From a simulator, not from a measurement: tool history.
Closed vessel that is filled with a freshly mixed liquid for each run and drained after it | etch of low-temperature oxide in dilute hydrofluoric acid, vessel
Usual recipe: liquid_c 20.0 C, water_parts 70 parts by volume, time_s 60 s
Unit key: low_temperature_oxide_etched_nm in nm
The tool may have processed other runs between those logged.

run	hour	liquid_c	water_parts	time_s	read-back film thickness of the low-temperature oxide reference wafer, read on the same gauge (nm)	low_temperature_oxide_etched_nm
1	0.0	20.0	70	60	59.97	30.28
2	29.3	20.0	70	60	60.00	30.27
3	97.2	20.0	70	60	60.00	30.49
4	159.0	20.0	70	60	60.00	30.64
5	183.3	20.0	70	60	60.00	30.36
6	208.6	19.0	90	60	60.02	22.27
7	254.3	19.0	90	60	60.00	22.29
8	315.1	19.0	90	60	59.99	22.47
9	430.4	20.0	70	60	59.97	30.99
10	502.0	20.0	70	60	60.01	32.32
11	568.7	20.0	70	60	60.01	32.65
12	604.1	22.5	70	75	59.99	44.50
13	655.0	20.0	70	60	60.01	32.14
14	689.8	24.0	55	50	59.99	41.09
15	754.3	20.0	70	60	59.98	28.94
16	787.4	17.0	100	45	60.01	13.00
17	831.6	20.0	70	80	59.99	38.49
18	855.7	20.0	70	30	60.00	14.49
19	905.0	24.5	70	30	59.98	17.54
20	953.6	20.0	70	60	59.99	29.04
21	1024.4	20.0	40	60	60.03	52.33
22	1070.6	20.0	70	60	59.99	29.20
23	1169.9	20.0	60	80	59.98	45.79

Between the runs listed above, the log contained 5 entries, not reproduced here. Where in the sequence does each belong, and how does what the log doesn't record of the tool's condition differ from the listed run before to the listed run after?
Logged between run 3 and run 4: gauge calibrated (hour 100.0)
  liquid hotter than its thermometer reads (K): 1.24 -> 1.27
  measured minus no-state result, low_temperature_oxide_etched_nm: +1.54 -> +1.58 nm
Logged between run 8 and run 9: hydrofluoric acid flow meter replaced (hour 369.4)
  liquid hotter than its thermometer reads (K): 1.34 -> 1.4
  measured minus no-state result, low_temperature_oxide_etched_nm: +1.22 -> +1.75 nm
Logged between run 9 and run 10: thermometer replaced (hour 448.6)
  liquid hotter than its thermometer reads (K): 1.4 -> 2.64
  measured minus no-state result, low_temperature_oxide_etched_nm: +1.75 -> +3.35 nm
Logged between run 12 and run 13: gauge calibrated (hour 644.7)
  liquid hotter than its thermometer reads (K): 2.69 -> 2.71
  measured minus no-state result, low_temperature_oxide_etched_nm: +4.60 -> +3.42 nm
Logged between run 14 and run 15: thermometer replaced, repeated, since the last time left the tool worse (hour 722.8)
  liquid hotter than its thermometer reads (K): 2.73 -> 0.0181
  measured minus no-state result, low_temperature_oxide_etched_nm: +4.31 -> +0.03 nm

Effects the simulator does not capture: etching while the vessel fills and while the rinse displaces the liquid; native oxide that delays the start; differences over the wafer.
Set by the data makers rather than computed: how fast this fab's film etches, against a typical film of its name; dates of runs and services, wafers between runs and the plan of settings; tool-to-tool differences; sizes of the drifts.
